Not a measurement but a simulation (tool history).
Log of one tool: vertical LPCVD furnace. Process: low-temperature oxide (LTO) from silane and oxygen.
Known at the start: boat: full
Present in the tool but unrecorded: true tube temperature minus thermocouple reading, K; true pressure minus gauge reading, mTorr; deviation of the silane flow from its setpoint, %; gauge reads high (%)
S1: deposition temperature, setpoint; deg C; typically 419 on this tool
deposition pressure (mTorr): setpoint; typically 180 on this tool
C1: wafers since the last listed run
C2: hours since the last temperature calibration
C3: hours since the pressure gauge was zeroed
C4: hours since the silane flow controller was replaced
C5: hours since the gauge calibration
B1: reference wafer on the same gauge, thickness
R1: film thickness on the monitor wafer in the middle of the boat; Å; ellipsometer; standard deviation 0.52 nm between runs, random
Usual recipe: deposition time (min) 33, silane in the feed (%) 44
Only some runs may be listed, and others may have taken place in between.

run 1 hour=0 | S1=419 deposition_pressure_(mTorr)=180 deposition_time_(min)=33 silane_in_the_feed_(%)=44 | C1=0 C2=4954.5 C3=4583.5 C4=5369.3 C5=115.8 | B1=381.05 | R1=3473.6
run 2 hour=18.6 | S1=419 deposition_pressure_(mTorr)=180 deposition_time_(min)=33 silane_in_the_feed_(%)=44 | C1=264 C2=4973.1 C3=4602.1 C4=5387.9 C5=134.4 | B1=380.98 | R1=3483.2
run 3 hour=34.5 | S1=419 deposition_pressure_(mTorr)=180 deposition_time_(min)=33 silane_in_the_feed_(%)=44 | C1=226 C2=4989 C3=4618 C4=5403.8 C5=150.3 | B1=380.82 | R1=3474
run 4 hour=51.9 | S1=419 deposition_pressure_(mTorr)=180 deposition_time_(min)=33 silane_in_the_feed_(%)=44 | C1=247 C2=5006.4 C3=4635.4 C4=5421.2 C5=167.7 | B1=380.86 | R1=3464.4
-- hour=78.2 silane flow controller replaced
-- hour=86.6 gauge calibrated
-- hour=101.4 pressure gauge zeroed
-- hour=110.5 thermocouples replaced and temperature profile calibrated
run 5 hour=111 | S1=419 deposition_pressure_(mTorr)=180 deposition_time_(min)=33 silane_in_the_feed_(%)=44 | C1=40 C2=0.5 C3=9.6 C4=32.8 C5=24.4 | B1=381.03 | R1=3471.8
run 6 hour=116 | S1=419 deposition_pressure_(mTorr)=180 deposition_time_(min)=33 silane_in_the_feed_(%)=44 | C1=71 C2=5.5 C3=14.6 C4=37.8 C5=29.4 | B1=380.79 | R1=3465.3
run 7 hour=121 | S1=419 deposition_pressure_(mTorr)=180 deposition_time_(min)=33 silane_in_the_feed_(%)=44 | C1=71 C2=10.5 C3=19.6 C4=42.8 C5=34.4 | B1=380.93 | R1=3484.4
run 8 hour=126 | S1=407 deposition_pressure_(mTorr)=180 deposition_time_(min)=33 silane_in_the_feed_(%)=41 | C1=71 C2=15.5 C3=24.6 C4=47.8 C5=39.4 | B1=381.09 | R1=2847.1
run 9 hour=131 | S1=419 deposition_pressure_(mTorr)=180 deposition_time_(min)=33 silane_in_the_feed_(%)=44 | C1=71 C2=20.5 C3=29.6 C4=52.8 C5=44.4 | B1=380.88 | R1=3479.5
run 10 hour=142.8 | S1=419 deposition_pressure_(mTorr)=180 deposition_time_(min)=40 silane_in_the_feed_(%)=44 | C1=168 C2=32.3 C3=41.4 C4=64.6 C5=56.2 | B1=381.02 | R1=4210
run 11 hour=158 | S1=419 deposition_pressure_(mTorr)=180 deposition_time_(min)=21 silane_in_the_feed_(%)=40 | C1=216 C2=47.5 C3=56.6 C4=79.8 C5=71.4 | B1=380.99 | R1=2003.6
run 12 hour=165.7 | S1=428 deposition_pressure_(mTorr)=165 deposition_time_(min)=28 silane_in_the_feed_(%)=50 | C1=109 C2=55.2 C3=64.3 C4=87.5 C5=79.1 | B1=381.01 | R1=3283.7
run 13 hour=184.6 | S1=413 deposition_pressure_(mTorr)=210 deposition_time_(min)=39 silane_in_the_feed_(%)=50 | C1=269 C2=74.1 C3=83.2 C4=106.4 C5=98 | B1=381.15 | R1=5058
run 14 hour=201.1 | S1=419 deposition_pressure_(mTorr)=180 deposition_time_(min)=33 silane_in_the_feed_(%)=44 | C1=234 C2=90.6 C3=99.7 C4=122.9 C5=114.5 | B1=381.02 | R1=3484.2

5 options for the next run, each taken on its own from the tool as it stands now. Forecast them:
run A hour=206.2 | S1=419 deposition_pressure_(mTorr)=180 deposition_time_(min)=33 silane_in_the_feed_(%)=44 | C1=72 C2=95.7 C3=104.8 C4=128 C5=119.6 | B1=? | R1=?
run B hour=206.2 | S1=419 deposition_pressure_(mTorr)=180 deposition_time_(min)=27 silane_in_the_feed_(%)=50 | C1=72 C2=95.7 C3=104.8 C4=128 C5=119.6 | B1=? | R1=?
run C hour=206.2 | S1=419 deposition_pressure_(mTorr)=180 deposition_time_(min)=41.5 silane_in_the_feed_(%)=39 | C1=72 C2=95.7 C3=104.8 C4=128 C5=119.6 | B1=? | R1=?
run D hour=206.2 | S1=419 deposition_pressure_(mTorr)=180 deposition_time_(min)=46 silane_in_the_feed_(%)=41 | C1=72 C2=95.7 C3=104.8 C4=128 C5=119.6 | B1=? | R1=?
run E hour=206.2 | S1=412 deposition_pressure_(mTorr)=215 deposition_time_(min)=44.5 silane_in_the_feed_(%)=44 | C1=72 C2=95.7 C3=104.8 C4=128 C5=119.6 | B1=? | R1=?

run=A B1=381.1 R1=3478.1
run=B B1=381.1 R1=3182.7
run=C B1=381.1 R1=3840.7
run=D B1=381.1 R1=4504
run=E B1=381.1 R1=5221.5
The same runs, with their run-to-run variation unchanged, on a tool lacking any hidden condition would have given:
run=A R1=3478.1
run=B R1=3182.7
run=C R1=3840.7
run=D R1=4504
run=E R1=5221.5
